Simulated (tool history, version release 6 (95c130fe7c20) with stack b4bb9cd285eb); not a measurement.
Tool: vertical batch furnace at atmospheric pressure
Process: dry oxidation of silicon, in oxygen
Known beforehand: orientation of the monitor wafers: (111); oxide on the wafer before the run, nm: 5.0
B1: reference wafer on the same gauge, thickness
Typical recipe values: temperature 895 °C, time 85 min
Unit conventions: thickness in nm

run 1 hour=0 | temperature=895 time=85 | B1=37.92 | thickness=35.38
run 2 hour=18.4 | temperature=895 time=85 | B1=37.91 | thickness=35.54
run 3 hour=31 | temperature=895 time=85 | B1=37.94 | thickness=35.39
run 4 hour=40.2 | temperature=895 time=85 | B1=37.91 | thickness=35.37
run 5 hour=51.2 | temperature=895 time=85 | B1=37.92 | thickness=35.39
run 6 hour=62 | temperature=895 time=114.5 | B1=37.94 | thickness=43.07
run 7 hour=82.1 | temperature=895 time=114.5 | B1=37.91 | thickness=43.01
run 8 hour=98.7 | temperature=895 time=114.5 | B1=37.91 | thickness=43.22
run 9 hour=158.5 | temperature=886 time=105 | B1=37.92 | thickness=37.3
run 10 hour=175.3 | temperature=886 time=105 | B1=37.94 | thickness=37.51
run 11 hour=189.8 | temperature=886 time=105 | B1=37.9 | thickness=37.3
-- hour=202.3 gauge calibrated
run 12 hour=212.5 | temperature=895 time=85 | B1=37.9 | thickness=35.56
run 13 hour=223.5 | temperature=895 time=85 | B1=37.92 | thickness=35.66
-- hour=255.6 thermocouples replaced and temperature profile calibrated
-- hour=261.8 boat lift adjusted
run 14 hour=262.3 | temperature=895 time=85 | B1=37.93 | thickness=36.6
run 15 hour=267.7 | temperature=895 time=85 | B1=37.93 | thickness=36.56
run 16 hour=273.1 | temperature=895 time=85 | B1=37.92 | thickness=36.57

Run 17, settings as shown, results not yet in. Your forecast:
run 17 hour=288.6 | temperature=909 time=112.5 | B1=? | thickness=?

{"run 17": {"B1": 37.88, "thickness": 50.37}}
Had the tool carried no hidden state, the very same run would have given thickness 47.31 nm.

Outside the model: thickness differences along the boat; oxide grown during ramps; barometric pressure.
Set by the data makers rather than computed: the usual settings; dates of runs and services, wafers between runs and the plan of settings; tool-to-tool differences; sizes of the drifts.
